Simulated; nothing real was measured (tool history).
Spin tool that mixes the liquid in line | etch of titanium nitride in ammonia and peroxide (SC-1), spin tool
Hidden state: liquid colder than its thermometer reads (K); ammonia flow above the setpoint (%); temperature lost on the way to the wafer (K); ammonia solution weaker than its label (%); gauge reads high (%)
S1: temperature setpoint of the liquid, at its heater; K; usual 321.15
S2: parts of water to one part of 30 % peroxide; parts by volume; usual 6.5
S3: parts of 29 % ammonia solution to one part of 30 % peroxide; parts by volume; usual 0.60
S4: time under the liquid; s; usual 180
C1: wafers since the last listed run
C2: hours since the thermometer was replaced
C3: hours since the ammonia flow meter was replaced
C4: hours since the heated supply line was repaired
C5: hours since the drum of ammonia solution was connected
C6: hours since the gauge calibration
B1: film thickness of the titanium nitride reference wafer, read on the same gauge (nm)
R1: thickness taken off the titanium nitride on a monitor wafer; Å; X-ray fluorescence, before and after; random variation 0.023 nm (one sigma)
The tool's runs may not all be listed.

run	hour	S1	S2	S3	S4	C1	C2	C3	C4	C5	C6	B1	R1
1	0.0	321.15	6.5	0.60	180	0	1845.8	1000.2	860.2	76.8	740.4	89.96	63.4
2	18.8	317.65	5.0	0.75	180	146	1864.6	1019.0	879.0	95.6	759.2	89.98	57.2
# hour 31.4: gauge calibrated
3	37.2	312.15	8.0	0.85	235	143	1883.0	1037.4	897.4	114.0	5.8	90.00	40.9
# hour 67.0: heated supply line repaired
4	87.5	321.15	6.5	0.60	180	384	1933.3	1087.7	20.5	164.3	56.1	90.00	64.3
5	114.3	321.15	9.0	0.60	180	209	1960.1	1114.5	47.3	191.1	82.9	89.96	54.4
# hour 134.0: ammonia flow meter replaced
6	134.5	321.15	6.5	0.60	180	149	1980.3	0.5	67.5	211.3	103.1	89.99	63.8
7	156.7	327.65	9.0	0.85	135	173	2002.5	22.7	89.7	233.5	125.3	89.99	67.6
8	169.0	321.15	6.5	0.60	180	95	2014.8	35.0	102.0	245.8	137.6	89.99	64.1
9	186.4	321.15	6.5	0.60	180	135	2032.2	52.4	119.4	263.2	155.0	89.99	63.8
10	219.0	321.15	6.5	0.60	180	254	2064.8	85.0	152.0	295.8	187.6	90.02	63.6
# hour 225.8: thermometer replaced
11	236.6	314.65	6.5	0.60	180	129	10.8	102.6	169.6	313.4	205.2	89.98	40.0
12	270.5	329.65	9.0	0.60	180	264	44.7	136.5	203.5	347.3	239.1	90.00	97.0
13	292.9	321.15	8.0	0.60	240	174	67.1	158.9	225.9	369.7	261.5	90.02	75.6
# hour 319.9: new drum of ammonia solution connected
14	323.2	321.15	8.5	0.60	115	228	97.4	189.2	256.2	3.3	291.8	90.03	35.9
15	337.0	328.65	7.5	0.45	180	107	111.2	203.0	270.0	17.1	305.6	90.00	96.2
16	356.6	321.15	6.5	0.60	90	152	130.8	222.6	289.6	36.7	325.2	90.00	32.1
17	370.6	321.15	6.5	0.60	180	109	144.8	236.6	303.6	50.7	339.2	90.01	64.3
18	393.1	323.65	7.5	0.80	220	175	167.3	259.1	326.1	73.2	361.7	89.99	91.0
19	416.2	321.15	6.5	0.60	180	180	190.4	282.2	349.2	96.3	384.8	90.00	64.2
20	432.5	312.15	6.5	0.45	105	127	206.7	298.5	365.5	112.6	401.1	90.00	18.5
21	465.8	321.15	7.5	0.60	180	259	240.0	331.8	398.8	145.9	434.4	90.02	59.5
22	487.1	321.15	6.5	0.35	180	166	261.3	353.1	420.1	167.2	455.7	90.00	58.0
23	504.7	321.15	6.5	0.30	180	137	278.9	370.7	437.7	184.8	473.3	90.02	56.3

How the hidden state differs across the entries between the runs, from the last listed run before each to the first after it:
Between runs 2 and 3: gauge calibrated (hour 31.4)
  temperature lost on the way to the wafer (K): 0.28 -> 0.286; ammonia solution weaker than its label (%): 2.81 -> 3.31
  measured less the result without the state, R1: -1.3 -> -1.1 Å
Between runs 3 and 4: heated supply line repaired (hour 67.0)
  temperature lost on the way to the wafer (K): 0.286 -> 0.0335; ammonia solution weaker than its label (%): 3.31 -> 4.67
  measured less the result without the state, R1: -1.1 -> -0.6 Å
Between runs 5 and 6: ammonia flow meter replaced (hour 134.0)
  temperature lost on the way to the wafer (K): 0.0419 -> 0.0483; ammonia solution weaker than its label (%): 5.4 -> 5.94
  measured less the result without the state, R1: -0.7 -> -0.9 Å
Between runs 10 and 11: thermometer replaced (hour 225.8)
  temperature lost on the way to the wafer (K): 0.0749 -> 0.0804; ammonia solution weaker than its label (%): 8.23 -> 8.7
  measured less the result without the state, R1: -1.2 -> -0.8 Å
Between runs 13 and 14: new drum of ammonia solution connected (hour 319.9)
  temperature lost on the way to the wafer (K): 0.0981 -> 0.108; ammonia solution weaker than its label (%): 10.2 -> 0.659
  measured less the result without the state, R1: -1.9 -> -0.3 Å
